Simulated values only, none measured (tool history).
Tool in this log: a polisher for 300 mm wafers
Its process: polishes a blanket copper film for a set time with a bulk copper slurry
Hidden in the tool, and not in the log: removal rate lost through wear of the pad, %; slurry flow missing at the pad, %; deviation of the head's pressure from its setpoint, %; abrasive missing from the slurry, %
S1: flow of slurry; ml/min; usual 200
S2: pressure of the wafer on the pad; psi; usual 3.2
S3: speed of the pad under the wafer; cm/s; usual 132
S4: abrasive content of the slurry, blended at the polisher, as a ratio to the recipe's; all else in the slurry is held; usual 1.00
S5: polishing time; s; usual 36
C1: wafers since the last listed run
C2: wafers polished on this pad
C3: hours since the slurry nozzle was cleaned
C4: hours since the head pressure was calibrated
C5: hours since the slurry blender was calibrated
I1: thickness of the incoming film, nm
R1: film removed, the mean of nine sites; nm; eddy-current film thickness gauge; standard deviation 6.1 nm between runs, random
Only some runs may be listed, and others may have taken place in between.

run	hour	S1	S2	S3	S4	S5	C1	C2	C3	C4	C5	I1	R1
1	0.0	200	3.2	132	1.00	36	0	2613	261.7	250.9	228.6	2872.0	451.0
2	45.7	200	3.2	132	1.00	36	546	3159	307.4	296.6	274.3	2841.4	443.5
3	71.8	200	3.2	132	1.00	36	312	3471	333.5	322.7	300.4	2782.4	463.4
# hour 104.2: slurry nozzle cleaned
# hour 113.5: worn pad replaced by a new one
4	129.0	200	3.2	132	1.00	36	624	185	24.8	379.9	357.6	2864.4	461.4
5	158.3	200	3.2	132	1.00	31	350	536	54.1	409.2	386.9	2819.9	402.9
6	212.9	200	3.2	132	1.00	31	653	1189	108.7	463.8	441.5	2805.6	400.1
# hour 232.5: slurry blender recalibrated
7	257.5	200	3.2	132	1.00	36	509	1698	153.3	508.4	25.0	2802.7	460.7
8	325.3	200	3.2	102	1.00	36	810	2509	221.1	576.2	92.8	2792.8	389.6
# hour 359.6: head pressure recalibrated
9	378.1	200	3.2	102	1.00	36	607	3117	273.9	18.5	145.6	2807.9	307.4
# hour 391.8: worn pad replaced by a new one
10	411.3	200	3.2	102	1.00	36	349	232	307.1	51.7	178.8	2797.9	310.1
# hour 446.7: slurry nozzle cleaned
11	453.7	200	3.2	132	1.00	36	495	727	7.0	94.1	221.2	2830.5	380.4
12	504.6	200	3.2	132	1.00	36	608	1336	57.9	145.0	272.1	2854.3	387.3
13	544.0	200	3.2	132	1.00	36	471	1807	97.3	184.4	311.5	2797.5	375.1
14	596.6	200	3.2	132	1.00	39	629	2436	149.9	237.0	364.1	2851.4	427.5
15	631.5	200	3.9	116	1.00	36	417	2854	184.8	271.9	399.0	2819.2	429.5
# hour 689.1: worn pad replaced by a new one
16	689.6	240	3.2	132	1.00	36	647	6	242.9	330.0	457.1	2830.0	396.0
# hour 734.6: head pressure recalibrated, repeated, since the last time left the tool worse
17	748.1	200	3.2	132	1.00	36	675	681	301.4	13.5	515.6	2801.0	428.2
# hour 750.7: slurry nozzle cleaned
# hour 754.9: slurry blender recalibrated
18	785.2	200	3.5	156	1.00	45	407	1089	34.5	50.6	30.3	2802.3	677.2
19	842.0	200	3.2	132	1.10	36	679	1769	91.3	107.4	87.1	2801.2	466.3
20	911.8	200	3.2	132	1.15	36	834	2603	161.1	177.2	156.9	2764.4	466.2
21	949.4	200	3.2	158	1.00	36	449	3053	198.7	214.8	194.5	2803.9	528.1
# hour 1004.9: worn pad replaced by a new one
22	1015.6	200	3.2	132	1.00	36	743	128	264.9	281.0	260.7	2773.2	455.7
23	1065.7	180	3.8	170	1.00	36	599	727	315.0	331.1	310.8	2766.1	675.7
24	1092.8	270	2.5	172	1.00	36	324	1051	342.1	358.2	337.9	2814.3	464.2
# hour 1120.7: slurry nozzle cleaned
25	1158.4	260	3.6	132	0.80	45	772	1824	37.7	423.8	403.5	2854.6	665.9
26	1187.8	200	3.2	132	1.00	36	351	2175	67.1	453.2	432.9	2756.6	479.8
# hour 1218.8: slurry blender recalibrated
27	1246.8	200	3.2	132	1.00	36	681	2857	126.1	512.2	28.0	2829.3	469.4
28	1289.6	200	4.1	90	1.00	36	511	3369	168.9	555.0	70.8	2825.1	461.5
29	1333.9	200	3.2	132	1.00	36	529	3899	213.2	599.3	115.1	2776.8	467.2
# hour 1347.3: worn pad replaced by a new one
# hour 1376.8: head pressure recalibrated
30	1397.7	200	3.2	160	1.00	36	691	579	277.0	20.9	178.9	2785.7	493.6
# hour 1454.1: slurry nozzle cleaned
31	1500.7	250	2.9	88	1.00	47	1219	1799	46.6	123.9	281.9	2831.0	416.4

What differs in the tool's unlogged condition from the final listed run ahead of each entry between runs to the first listed run following it?
After run 3, before run 4: slurry nozzle cleaned (hour 104.2); worn pad replaced by a new one (hour 113.5)
  deviation of the head's pressure from its setpoint, %: 7.44 -> 7.97
  measured result minus the result with no hidden state, R1: +32.1 -> +34.1 nm
After run 6, before run 7: slurry blender recalibrated (hour 232.5)
  deviation of the head's pressure from its setpoint, %: 8.52 -> 8.73
  measured result minus the result with no hidden state, R1: +31.4 -> +37.0 nm
After run 8, before run 9: head pressure recalibrated (hour 359.6)
  deviation of the head's pressure from its setpoint, %: 8.97 -> -15
  measured result minus the result with no hidden state, R1: +32.1 -> -54.4 nm
After run 9, before run 10: worn pad replaced by a new one (hour 391.8)
  deviation of the head's pressure from its setpoint, %: -15 -> -13.5
  measured result minus the result with no hidden state, R1: -54.4 -> -48.6 nm
After run 10, before run 11: slurry nozzle cleaned (hour 446.7)
  deviation of the head's pressure from its setpoint, %: -13.5 -> -12
  measured result minus the result with no hidden state, R1: -48.6 -> -51.7 nm
After run 15, before run 16: worn pad replaced by a new one (hour 689.1)
  deviation of the head's pressure from its setpoint, %: -8.04 -> -7.35
  measured result minus the result with no hidden state, R1: -37.6 -> -31.4 nm
After run 16, before run 17: head pressure recalibrated, repeated, since the last time left the tool worse (hour 734.6)
  deviation of the head's pressure from its setpoint, %: -7.35 -> 1.62
  measured result minus the result with no hidden state, R1: -31.4 -> +6.9 nm
After run 17, before run 18: slurry nozzle cleaned (hour 750.7); slurry blender recalibrated (hour 754.9)
  deviation of the head's pressure from its setpoint, %: 1.62 -> 3.31
  measured result minus the result with no hidden state, R1: +6.9 -> +21.7 nm
After run 21, before run 22: worn pad replaced by a new one (hour 1004.9)
  deviation of the head's pressure from its setpoint, %: 7.94 -> 8.96
  measured result minus the result with no hidden state, R1: +38.9 -> +37.5 nm
After run 24, before run 25: slurry nozzle cleaned (hour 1120.7)
  deviation of the head's pressure from its setpoint, %: 9.8 -> 10.3
  measured result minus the result with no hidden state, R1: +41.4 -> +62.2 nm
After run 26, before run 27: slurry blender recalibrated (hour 1218.8)
  deviation of the head's pressure from its setpoint, %: 10.5 -> 10.8
  measured result minus the result with no hidden state, R1: +45.5 -> +45.6 nm
After run 29, before run 30: worn pad replaced by a new one (hour 1347.3); head pressure recalibrated (hour 1376.8)
  deviation of the head's pressure from its setpoint, %: 11.1 -> 0.398
  measured result minus the result with no hidden state, R1: +46.5 -> +2.0 nm
After run 30, before run 31: slurry nozzle cleaned (hour 1454.1)
  deviation of the head's pressure from its setpoint, %: 0.398 -> 4.26
  measured result minus the result with no hidden state, R1: +2.0 -> +17.0 nm
